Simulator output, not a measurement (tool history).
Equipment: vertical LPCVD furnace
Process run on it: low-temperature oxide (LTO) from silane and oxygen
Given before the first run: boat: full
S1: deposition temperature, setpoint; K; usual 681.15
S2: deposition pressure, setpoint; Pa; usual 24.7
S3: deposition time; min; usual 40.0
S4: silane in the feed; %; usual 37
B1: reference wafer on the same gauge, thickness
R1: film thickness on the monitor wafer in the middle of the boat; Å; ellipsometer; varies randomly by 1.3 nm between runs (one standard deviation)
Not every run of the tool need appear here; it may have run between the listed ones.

| run | hour | S1 | S2 | S3 | S4 | B1 | R1 |
|---|---|---|---|---|---|---|---|
| 1 | 0.0 | 681.15 | 20.0 | 34.0 | 37 | 294.92 | 2211.1 |
| 2 | 68.3 | 681.15 | 20.0 | 34.0 | 37 | 295.04 | 2193.9 |
| 3 | 152.3 | 681.15 | 28.0 | 40.0 | 37 | 295.26 | 3623.8 |
| 4 | 234.4 | 681.15 | 28.0 | 40.0 | 37 | 295.06 | 3634.2 |
| 5 | 326.8 | 681.15 | 28.0 | 40.0 | 37 | 295.07 | 3629.8 |
| 6 | 431.1 | 681.15 | 24.7 | 35.5 | 33 | 294.82 | 2444.9 |
| 7 | 607.1 | 681.15 | 24.7 | 35.5 | 33 | 295.01 | 2446.8 |
| 8 | 655.3 | 681.15 | 24.7 | 35.5 | 33 | 294.80 | 2449.3 |
| 9 | 719.4 | 681.15 | 24.7 | 35.5 | 37 | 294.94 | 2850.4 |
| 10 | 808.3 | 681.15 | 24.7 | 40.0 | 37 | 295.27 | 3197.5 |
| 11 | 904.6 | 672.15 | 24.7 | 25.0 | 37 | 295.08 | 1813.6 |
| 12 | 955.5 | 673.15 | 21.3 | 25.5 | 34 | 294.74 | 1444.5 |
| 13 | 1059.0 | 681.15 | 24.7 | 40.0 | 37 | 295.20 | 3213.7 |
| 14 | 1107.6 | 681.15 | 24.7 | 40.0 | 37 | 294.65 | 3165.9 |
| 15 | 1165.1 | 681.15 | 24.7 | 35.5 | 33 | 295.12 | 2445.5 |
| 16 | 1221.0 | 673.15 | 24.7 | 40.0 | 37 | 295.10 | 2905.2 |
| 17 | 1324.0 | 670.15 | 22.7 | 33.5 | 32 | 295.10 | 1774.0 |
| 18 | 1395.7 | 681.15 | 24.7 | 28.5 | 42 | 294.79 | 2640.3 |
| 19 | 1464.7 | 692.15 | 24.7 | 40.0 | 37 | 294.68 | 3584.8 |

Not shown: 4 entries that the log had between the listed runs. Between which runs, and how does the tool's hidden state differ before and after?
From run 6 to run 7: thermocouples replaced and temperature profile calibrated (hour 483.2); gauge calibrated (hour 538.9); silane flow controller replaced (hour 576.7)
  no hidden state differs between the two runs
From run 14 to run 15: pressure gauge zeroed (hour 1142.8)
  no hidden state differs between the two runs

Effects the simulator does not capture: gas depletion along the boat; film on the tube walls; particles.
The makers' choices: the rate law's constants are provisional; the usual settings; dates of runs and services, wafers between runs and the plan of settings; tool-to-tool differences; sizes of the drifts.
